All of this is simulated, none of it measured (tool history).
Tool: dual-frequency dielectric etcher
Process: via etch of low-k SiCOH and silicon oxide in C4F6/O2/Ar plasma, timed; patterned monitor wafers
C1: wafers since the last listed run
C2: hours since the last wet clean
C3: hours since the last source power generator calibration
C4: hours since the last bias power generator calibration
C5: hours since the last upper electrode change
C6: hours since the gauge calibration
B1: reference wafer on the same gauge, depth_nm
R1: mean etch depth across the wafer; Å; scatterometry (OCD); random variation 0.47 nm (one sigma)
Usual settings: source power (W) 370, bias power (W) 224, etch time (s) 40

Run 1, hour 0: usual settings but source power (W) 390; C1 0; C2 440.2; C3 33.5; C4 3790.1; C5 5091; C6 490.4; B1 91.1. Result: R1 1101 Å.
Run 2, hour 31.5: usual settings but source power (W) 390; C1 378; C2 471.7; C3 65; C4 3821.6; C5 5122.5; C6 521.9; B1 90.8. Result: R1 1115 Å.
Run 3, hour 74.8: usual settings but bias power (W) 258; C1 519; C2 515; C3 108.3; C4 3864.9; C5 5165.8; C6 565.2; B1 90.9. Result: R1 1145 Å.
At hour 99: wet clean of the chamber.
Run 4, hour 111: usual settings but etch time (s) 48.5; C1 146; C2 12; C3 144.5; C4 3901.1; C5 5202; C6 601.4; B1 90.9. Result: R1 1286 Å.
Run 5, hour 156.3: usual settings but etch time (s) 48.5; C1 543; C2 57.3; C3 189.8; C4 3946.4; C5 5247.3; C6 646.7; B1 91.1. Result: R1 1293 Å.
Run 6, hour 185.8: usual settings but bias power (W) 268, etch time (s) 32.5; C1 354; C2 86.8; C3 219.3; C4 3975.9; C5 5276.8; C6 676.2; B1 91. Result: R1 923 Å.
Run 7, hour 255.7: usual settings but bias power (W) 268, etch time (s) 32.5; C1 838; C2 156.7; C3 289.2; C4 4045.8; C5 5346.7; C6 746.1; B1 91. Result: R1 920 Å.
Run 8, hour 285.6: usual settings but bias power (W) 268, etch time (s) 32.5; C1 358; C2 186.6; C3 319.1; C4 4075.7; C5 5376.6; C6 776; B1 91.1. Result: R1 926 Å.
At hour 304.3: bias power generator calibrated.
Run 9, hour 313: usual settings but source power (W) 410, etch time (s) 35.5; C1 280; C2 214; C3 346.5; C4 8.7; C5 5404; C6 803.4; B1 91. Result: R1 986 Å.
Run 10, hour 362.5: usual settings; C1 594; C2 263.5; C3 396; C4 58.2; C5 5453.5; C6 852.9; B1 90.9. Result: R1 1066 Å.
Run 11, hour 428.4: usual settings; C1 790; C2 329.4; C3 461.9; C4 124.1; C5 5519.4; C6 918.8; B1 91.1. Result: R1 1075 Å.
At hour 497.9: upper electrode replaced.
Run 12, hour 498.4: usual settings; C1 552; C2 399.4; C3 531.9; C4 194.1; C5 0.5; C6 988.8; B1 91. Result: R1 1085 Å.
Run 13, hour 534.8: usual settings but etch time (s) 44.5; C1 436; C2 435.8; C3 568.3; C4 230.5; C5 36.9; C6 1025.2; B1 90.9. Result: R1 1214 Å.
Run 14, hour 583.8: usual settings but source power (W) 430, bias power (W) 171, etch time (s) 33; C1 588; C2 484.8; C3 617.3; C4 279.5; C5 85.9; C6 1074.2; B1 91.1. Result: R1 866 Å.
Run 15, hour 620.1: usual settings but source power (W) 410, bias power (W) 247; C1 435; C2 521.1; C3 653.6; C4 315.8; C5 122.2; C6 1110.5; B1 91.1. Result: R1 1166 Å.
Run 16, hour 669: usual settings but source power (W) 350, bias power (W) 239, etch time (s) 28.5; C1 586; C2 570; C3 702.5; C4 364.7; C5 171.1; C6 1159.4; B1 91.1. Result: R1 777 Å.
Run 17, hour 722.9: usual settings but etch time (s) 51; C1 646; C2 623.9; C3 756.4; C4 418.6; C5 225; C6 1213.3; B1 91. Result: R1 1390 Å.
At hour 780.5: wet clean of the chamber.
Run 18, hour 781: usual settings but source power (W) 330, bias power (W) 186; C1 409; C2 0.5; C3 814.5; C4 476.7; C5 283.1; C6 1271.4; B1 91.1. Result: R1 937 Å.
Run 19, hour 835.4: usual settings; C1 652; C2 54.9; C3 868.9; C4 531.1; C5 337.5; C6 1325.8; B1 91.1. Result: R1 1069 Å.
Run 20, hour 872: usual settings but source power (W) 400; C1 439; C2 91.5; C3 905.5; C4 567.7; C5 374.1; C6 1362.4; B1 90.9. Result: R1 1099 Å.
Run 21, hour 902.9: usual settings but source power (W) 400, bias power (W) 201, etch time (s) 45.5; C1 370; C2 122.4; C3 936.4; C4 598.6; C5 405; C6 1393.3; B1 91.1. Result: R1 1199 Å.
Run 22, hour 971.2: usual settings but bias power (W) 272, etch time (s) 47.5; C1 819; C2 190.7; C3 1004.7; C4 666.9; C5 473.3; C6 1461.6; B1 90.9. Result: R1 1363 Å.
Run 23, hour 1000.2: usual settings; C1 348; C2 219.7; C3 1033.7; C4 695.9; C5 502.3; C6 1490.6; B1 90.8. Result: R1 1069 Å.
At hour 1003.5: gauge calibrated.
Run 24, hour 1028.9: usual settings but source power (W) 300, bias power (W) 261; C1 344; C2 248.4; C3 1062.4; C4 724.6; C5 531; C6 25.4; B1 90.9. Result: R1 1033 Å.
Run 25, hour 1073.2: usual settings but bias power (W) 271, etch time (s) 48.5; C1 531; C2 292.7; C3 1106.7; C4 768.9; C5 575.3; C6 69.7; B1 91.2. Result: R1 1401 Å.
Run 26, hour 1125.8: usual settings but source power (W) 440, bias power (W) 240, etch time (s) 46.5; C1 631; C2 345.3; C3 1159.3; C4 821.5; C5 627.9; C6 122.3; B1 91.1. Result: R1 1385 Å.
Run 27, hour 1181.2: usual settings but source power (W) 460, bias power (W) 187; C1 664; C2 400.7; C3 1214.7; C4 876.9; C5 683.3; C6 177.7; B1 91. Result: R1 1117 Å.
Run 28, hour 1338.5: usual settings but source power (W) 440, etch time (s) 47; C1 1887; C2 558; C3 1372; C4 1034.2; C5 840.6; C6 335; B1 91. Result: R1 1378 Å.
Run 29, hour 1368.2: usual settings but bias power (W) 195; C1 356; C2 587.7; C3 1401.7; C4 1063.9; C5 870.3; C6 364.7; B1 91.2. Result: R1 1039 Å.
Run 30, hour 1396.8: usual settings but source power (W) 280, bias power (W) 200, etch time (s) 47.5; C1 343; C2 616.3; C3 1430.3; C4 1092.5; C5 898.9; C6 393.3; B1 91. Result: R1 1109 Å.
Run 31, hour 1422.5: usual settings; C1 308; C2 642; C3 1456; C4 1118.2; C5 924.6; C6 419; B1 91.1. Result: R1 1094 Å.

What the log doesn't show, run by run:
source power that arrives over what is set, %: 0 in every run
bias power that arrives over what is set, %: 0 in every run
gauge reads high (%): 0 in every run
H1: etch rate over this chamber's usual, %
run      H1
  1    2.52
  2     2.7
  3    2.94
  4  0.0314
  5   0.284
  6   0.448
  7   0.838
  8       1
  9    1.16
 10    1.43
 11     1.8
 12    2.19
 13    2.39
 14    2.67
 15    2.87
 16    3.14
 17    3.44
 18   0.265
 19   0.568
 20   0.772
 21   0.944
 22    1.32
 23    1.49
 24    1.65
 25    1.89
 26    2.19
 27     2.5
 28    3.37
 29    3.54
 30     3.7
 31    3.84
